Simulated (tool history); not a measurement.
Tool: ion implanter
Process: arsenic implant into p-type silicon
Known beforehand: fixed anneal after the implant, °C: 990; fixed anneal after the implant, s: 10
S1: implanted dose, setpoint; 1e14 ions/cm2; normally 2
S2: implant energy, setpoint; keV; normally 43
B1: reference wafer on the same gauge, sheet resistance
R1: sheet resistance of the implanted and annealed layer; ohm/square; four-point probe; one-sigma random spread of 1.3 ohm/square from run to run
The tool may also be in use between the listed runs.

run 1 day=0 | S1=1.57 S2=43 | B1=472.82 | R1=457.89
run 2 day=0.904 | S1=1.57 S2=43 | B1=473.23 | R1=455.83
run 3 day=2.108 | S1=2 S2=43 | B1=473.18 | R1=384.15
run 4 day=3.483 | S1=2 S2=43 | B1=472.81 | R1=385.08
run 5 day=4.925 | S1=2 S2=43 | B1=472.56 | R1=384.32
run 6 day=6.396 | S1=2 S2=43 | B1=473.26 | R1=383.99
run 7 day=7.725 | S1=2 S2=43 | B1=473.17 | R1=382.3
run 8 day=8.346 | S1=2 S2=43 | B1=472.65 | R1=384.55
run 9 day=8.871 | S1=2 S2=43 | B1=473.01 | R1=382.74
run 10 day=9.55 | S1=2 S2=43 | B1=472.9 | R1=383.2
run 11 day=10.408 | S1=2 S2=43 | B1=473.49 | R1=381.86
run 12 day=11.271 | S1=2 S2=43 | B1=472.47 | R1=383.44
run 13 day=12.092 | S1=2 S2=43 | B1=473.12 | R1=381.56
run 14 day=13.262 | S1=2 S2=43 | B1=473.32 | R1=382
run 15 day=14.379 | S1=2 S2=43 | B1=472.96 | R1=381.15
run 16 day=15.588 | S1=2 S2=43 | B1=472.84 | R1=381.63
run 17 day=16.133 | S1=2 S2=43 | B1=472.9 | R1=382.54
run 18 day=16.967 | S1=2.53 S2=31 | B1=473.29 | R1=337.8
run 19 day=17.488 | S1=1.6 S2=36.5 | B1=472.66 | R1=456.56
run 20 day=18.35 | S1=2 S2=52.5 | B1=473.36 | R1=368.25
run 21 day=20.125 | S1=2.49 S2=51.5 | B1=472.65 | R1=315.87
run 22 day=21.021 | S1=2.51 S2=52 | B1=473.26 | R1=313.8
run 23 day=22.508 | S1=2 S2=43 | B1=473.14 | R1=378.95
run 24 day=23.842 | S1=1.76 S2=32.5 | B1=473.54 | R1=434.94
run 25 day=24.692 | S1=1.4 S2=43 | B1=472.97 | R1=485.91
run 26 day=25.392 | S1=2 S2=43 | B1=473.01 | R1=375.87
run 27 day=27.271 | S1=2 S2=43 | B1=473.31 | R1=375.28
run 28 day=27.925 | S1=2.26 S2=37.5 | B1=472.84 | R1=355.94
run 29 day=28.804 | S1=1.42 S2=57 | B1=472.63 | R1=480.43
run 30 day=29.875 | S1=2 S2=43 | B1=473 | R1=395.06
run 31 day=30.683 | S1=2.45 S2=49 | B1=472.93 | R1=337.19
run 32 day=31.412 | S1=1.51 S2=49 | B1=473.07 | R1=474.63
run 33 day=32.188 | S1=2 S2=48 | B1=472.68 | R1=389.45
run 34 day=32.692 | S1=2 S2=43 | B1=473.55 | R1=395.17
run 35 day=33.217 | S1=1.62 S2=35.5 | B1=473.1 | R1=478.17
run 36 day=34.654 | S1=1.62 S2=35.5 | B1=473.14 | R1=478.34
run 37 day=35.521 | S1=2 S2=43 | B1=473.05 | R1=399.52
run 38 day=36.796 | S1=2 S2=48 | B1=472.82 | R1=389.04

Taken out of this log: 3 entries between the listed runs. Where each belongs, and how the hidden state differs across it:
Runs 11 to 12: extraction supply calibrated (day 11.225)
  deviation of the true dose from the Faraday cup's reading, %: 5.1 -> 5.19
  measured minus no-state result, R1: -13.72 -> -14.02 ohm/square
Runs 21 to 22: gauge calibrated (day 20.2)
  deviation of the true dose from the Faraday cup's reading, %: 6.2 -> 6.3
  measured minus no-state result, R1: -13.91 -> -14.07 ohm/square
Runs 28 to 29: Faraday cup replaced and dose calibrated (day 28.417)
  deviation of the true dose from the Faraday cup's reading, %: 7.17 -> -0.449
  measured minus no-state result, R1: -18.22 -> +1.45 ohm/square
